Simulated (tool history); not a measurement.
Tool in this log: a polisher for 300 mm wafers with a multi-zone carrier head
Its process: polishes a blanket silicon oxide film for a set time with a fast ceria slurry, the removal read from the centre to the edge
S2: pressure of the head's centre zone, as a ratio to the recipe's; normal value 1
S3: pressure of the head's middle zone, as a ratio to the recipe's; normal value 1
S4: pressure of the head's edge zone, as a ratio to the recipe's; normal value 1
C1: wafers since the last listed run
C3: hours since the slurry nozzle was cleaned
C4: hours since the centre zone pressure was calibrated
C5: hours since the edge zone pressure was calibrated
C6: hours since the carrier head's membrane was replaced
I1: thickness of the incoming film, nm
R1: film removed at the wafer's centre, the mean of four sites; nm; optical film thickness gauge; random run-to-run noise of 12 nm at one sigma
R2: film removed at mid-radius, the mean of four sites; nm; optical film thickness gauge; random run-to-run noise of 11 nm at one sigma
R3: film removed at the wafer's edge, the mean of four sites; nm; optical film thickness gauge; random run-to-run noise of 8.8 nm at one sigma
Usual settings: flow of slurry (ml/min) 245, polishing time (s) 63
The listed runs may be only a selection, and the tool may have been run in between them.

{"run": 1, "hour": 0.0, "flow of slurry (ml/min)": 245, "S2": 1, "S3": 1, "S4": 1, "polishing time (s)": 63, "C1": 0, "wafers polished on this pad": 3830, "C3": 163, "C4": 527.1, "C5": 21.3, "C6": 285.5, "I1": 2902.7, "R1": 882.2, "R2": 885.9, "R3": 874.4}
{"run": 2, "hour": 96.5, "flow of slurry (ml/min)": 245, "S2": 1, "S3": 0.96, "S4": 1, "polishing time (s)": 63, "C1": 854, "wafers polished on this pad": 4684, "C3": 259.5, "C4": 623.6, "C5": 117.8, "C6": 382, "I1": 2935.2, "R1": 828.3, "R2": 810.3, "R3": 854.4}
{"hour": 145.4, "done": "worn pad replaced by a new one"}
{"run": 3, "hour": 186.9, "flow of slurry (ml/min)": 245, "S2": 0.92, "S3": 1.08, "S4": 0.88, "polishing time (s)": 50, "C1": 764, "wafers polished on this pad": 367, "C3": 349.9, "C4": 714, "C5": 208.2, "C6": 472.4, "I1": 2950.9, "R1": 703.1, "R2": 809.1, "R3": 722.6}
{"run": 4, "hour": 254.4, "flow of slurry (ml/min)": 245, "S2": 1, "S3": 1, "S4": 1, "polishing time (s)": 63, "C1": 597, "wafers polished on this pad": 964, "C3": 417.4, "C4": 781.5, "C5": 275.7, "C6": 539.9, "I1": 2858.8, "R1": 949.8, "R2": 957.4, "R3": 960.6}
{"run": 5, "hour": 291.5, "flow of slurry (ml/min)": 245, "S2": 1, "S3": 1, "S4": 1, "polishing time (s)": 63, "C1": 328, "wafers polished on this pad": 1293, "C3": 454.5, "C4": 818.6, "C5": 312.8, "C6": 577, "I1": 2911.6, "R1": 967.9, "R2": 960.7, "R3": 972.6}
{"hour": 324.0, "done": "centre zone pressure recalibrated"}
{"run": 6, "hour": 395.4, "flow of slurry (ml/min)": 245, "S2": 1, "S3": 1, "S4": 1, "polishing time (s)": 63, "C1": 902, "wafers polished on this pad": 2195, "C3": 558.4, "C4": 71.4, "C5": 416.7, "C6": 680.9, "I1": 2974.2, "R1": 915.9, "R2": 934.7, "R3": 936.3}
{"run": 7, "hour": 495.3, "flow of slurry (ml/min)": 220, "S2": 1, "S3": 1, "S4": 1.08, "polishing time (s)": 48, "C1": 884, "wafers polished on this pad": 3079, "C3": 658.3, "C4": 171.3, "C5": 516.6, "C6": 780.8, "I1": 2917.5, "R1": 687.6, "R2": 695.4, "R3": 702.2}
{"run": 8, "hour": 557.1, "flow of slurry (ml/min)": 245, "S2": 1, "S3": 1, "S4": 0.91, "polishing time (s)": 79, "C1": 547, "wafers polished on this pad": 3626, "C3": 720.1, "C4": 233.1, "C5": 578.4, "C6": 842.6, "I1": 2971.5, "R1": 1120, "R2": 1126.6, "R3": 1083.4}
{"run": 9, "hour": 602.6, "flow of slurry (ml/min)": 245, "S2": 1, "S3": 1, "S4": 0.94, "polishing time (s)": 63, "C1": 402, "wafers polished on this pad": 4029, "C3": 765.6, "C4": 278.6, "C5": 623.9, "C6": 888.1, "I1": 2928, "R1": 875.6, "R2": 882.5, "R3": 870}
{"hour": 655.5, "done": "slurry nozzle cleaned"}
{"run": 10, "hour": 683.1, "flow of slurry (ml/min)": 245, "S2": 1, "S3": 1, "S4": 1, "polishing time (s)": 63, "C1": 703, "wafers polished on this pad": 4733, "C3": 27.6, "C4": 359.1, "C5": 704.4, "C6": 968.6, "I1": 2929, "R1": 822.3, "R2": 847.7, "R3": 850.4}
{"hour": 695.5, "done": "worn pad replaced by a new one"}
{"run": 11, "hour": 788.3, "flow of slurry (ml/min)": 280, "S2": 1, "S3": 1, "S4": 0.9, "polishing time (s)": 63, "C1": 895, "wafers polished on this pad": 821, "C3": 132.8, "C4": 464.3, "C5": 809.6, "C6": 1073.8, "I1": 2943.1, "R1": 947.3, "R2": 983.1, "R3": 917.8}
{"run": 12, "hour": 890.8, "flow of slurry (ml/min)": 245, "S2": 1, "S3": 1, "S4": 1, "polishing time (s)": 63, "C1": 907, "wafers polished on this pad": 1728, "C3": 235.3, "C4": 566.8, "C5": 912.1, "C6": 1176.3, "I1": 2868.2, "R1": 932.7, "R2": 927.4, "R3": 926.3}
{"run": 13, "hour": 955.6, "flow of slurry (ml/min)": 185, "S2": 1, "S3": 1, "S4": 1, "polishing time (s)": 71, "C1": 573, "wafers polished on this pad": 2302, "C3": 300.1, "C4": 631.6, "C5": 976.9, "C6": 1241.1, "I1": 2959.5, "R1": 994.7, "R2": 1024.1, "R3": 1034.5}
{"run": 14, "hour": 995.9, "flow of slurry (ml/min)": 220, "S2": 1, "S3": 1, "S4": 0.96, "polishing time (s)": 75, "C1": 356, "wafers polished on this pad": 2658, "C3": 340.4, "C4": 671.9, "C5": 1017.2, "C6": 1281.4, "I1": 2902.9, "R1": 1086.5, "R2": 1062.1, "R3": 1061.9}
{"run": 15, "hour": 1079.4, "flow of slurry (ml/min)": 210, "S2": 0.88, "S3": 1.11, "S4": 1, "polishing time (s)": 70, "C1": 739, "wafers polished on this pad": 3398, "C3": 423.9, "C4": 755.4, "C5": 1100.7, "C6": 1364.9, "I1": 2973.6, "R1": 860, "R2": 1070.4, "R3": 982.7}
{"run": 16, "hour": 1139.8, "flow of slurry (ml/min)": 315, "S2": 1, "S3": 0.9, "S4": 1, "polishing time (s)": 54, "C1": 534, "wafers polished on this pad": 3932, "C3": 484.3, "C4": 815.8, "C5": 1161.1, "C6": 1425.3, "I1": 2945.3, "R1": 755.7, "R2": 712.9, "R3": 764.8}
{"run": 17, "hour": 1185.2, "flow of slurry (ml/min)": 180, "S2": 1, "S3": 1.03, "S4": 1, "polishing time (s)": 81, "C1": 401, "wafers polished on this pad": 4334, "C3": 529.7, "C4": 861.2, "C5": 1206.5, "C6": 1470.7, "I1": 2972.4, "R1": 1049.7, "R2": 1077.5, "R3": 1082.6}
{"hour": 1200.2, "done": "centre zone pressure recalibrated"}
{"hour": 1251.1, "done": "worn pad replaced by a new one"}
{"run": 18, "hour": 1275.1, "flow of slurry (ml/min)": 180, "S2": 1, "S3": 1.03, "S4": 1, "polishing time (s)": 81, "C1": 742, "wafers polished on this pad": 212, "C3": 619.6, "C4": 74.9, "C5": 1296.4, "C6": 1560.6, "I1": 2873.9, "R1": 1180.7, "R2": 1192, "R3": 1185.8}
{"run": 19, "hour": 1374.0, "flow of slurry (ml/min)": 245, "S2": 1, "S3": 1, "S4": 1, "polishing time (s)": 63, "C1": 875, "wafers polished on this pad": 1087, "C3": 718.5, "C4": 173.8, "C5": 1395.3, "C6": 1659.5, "I1": 2850.8, "R1": 934, "R2": 966.4, "R3": 960.1}
{"hour": 1405.3, "done": "slurry nozzle cleaned"}
{"run": 20, "hour": 1426.7, "flow of slurry (ml/min)": 245, "S2": 1, "S3": 1, "S4": 1, "polishing time (s)": 63, "C1": 457, "wafers polished on this pad": 1545, "C3": 21.4, "C4": 226.5, "C5": 1448, "C6": 1712.2, "I1": 2971.7, "R1": 923.3, "R2": 942.2, "R3": 949.6}
{"hour": 1464.1, "done": "carrier head's membrane replaced by a new one"}
{"run": 21, "hour": 1486.6, "flow of slurry (ml/min)": 285, "S2": 1.1, "S3": 1.11, "S4": 1, "polishing time (s)": 63, "C1": 485, "wafers polished on this pad": 2031, "C3": 81.3, "C4": 286.4, "C5": 1507.9, "C6": 22.5, "I1": 2881.6, "R1": 1029.5, "R2": 1052.9, "R3": 945.8}
{"run": 22, "hour": 1560.6, "flow of slurry (ml/min)": 225, "S2": 1, "S3": 0.94, "S4": 1, "polishing time (s)": 63, "C1": 655, "wafers polished on this pad": 2686, "C3": 155.3, "C4": 360.4, "C5": 1581.9, "C6": 96.5, "I1": 2939.1, "R1": 880.2, "R2": 867.2, "R3": 889.2}

Describe how what the log doesn't record of the tool's condition differs between the last listed run preceding each entry between runs and the first listed run following it.
Runs 2 to 3: worn pad replaced by a new one (hour 145.4)
  removal rate lost through wear of the pad, %: 12.1 -> 0.408
  measured result minus the result with no hidden state, R1: -114.3 -> -2.9 nm; R2: -111.8 -> -3.3 nm; R3: -117.9 -> -3 nm
Runs 5 to 6: centre zone pressure recalibrated (hour 324)
  removal rate lost through wear of the pad, %: 1.22 -> 2.93
  measured result minus the result with no hidden state, R1: -12 -> -27.6 nm; R2: -11.8 -> -28.2 nm; R3: -12 -> -28.3 nm
Runs 9 to 10: slurry nozzle cleaned (hour 655.5)
  removal rate lost through wear of the pad, %: 9.01 -> 12.3
  measured result minus the result with no hidden state, R1: -86.7 -> -115.6 nm; R2: -87.4 -> -119.2 nm; R3: -86.1 -> -119.6 nm
Runs 10 to 11: worn pad replaced by a new one (hour 695.5)
  removal rate lost through wear of the pad, %: 12.3 -> 1.33
  measured result minus the result with no hidden state, R1: -115.6 -> -12.8 nm; R2: -119.2 -> -13.3 nm; R3: -119.6 -> -12.4 nm
Runs 17 to 18: centre zone pressure recalibrated (hour 1200.2); worn pad replaced by a new one (hour 1251.1)
  removal rate lost through wear of the pad, %: 10.9 -> 0.952
  measured result minus the result with no hidden state, R1: -128.7 -> -11.3 nm; R2: -132.1 -> -11.4 nm; R3: -132.7 -> -11.4 nm
Runs 19 to 20: slurry nozzle cleaned (hour 1405.3)
  removal rate lost through wear of the pad, %: 1.55 -> 2.21
  measured result minus the result with no hidden state, R1: -14.7 -> -20.8 nm; R2: -15.2 -> -21.3 nm; R3: -15.2 -> -21.4 nm
Runs 20 to 21: carrier head's membrane replaced by a new one (hour 1464.1)
  removal rate lost through wear of the pad, %: 2.21 -> 3.23
  measured result minus the result with no hidden state, R1: -20.8 -> -34.3 nm; R2: -21.3 -> -35.1 nm; R3: -21.4 -> -31.6 nm

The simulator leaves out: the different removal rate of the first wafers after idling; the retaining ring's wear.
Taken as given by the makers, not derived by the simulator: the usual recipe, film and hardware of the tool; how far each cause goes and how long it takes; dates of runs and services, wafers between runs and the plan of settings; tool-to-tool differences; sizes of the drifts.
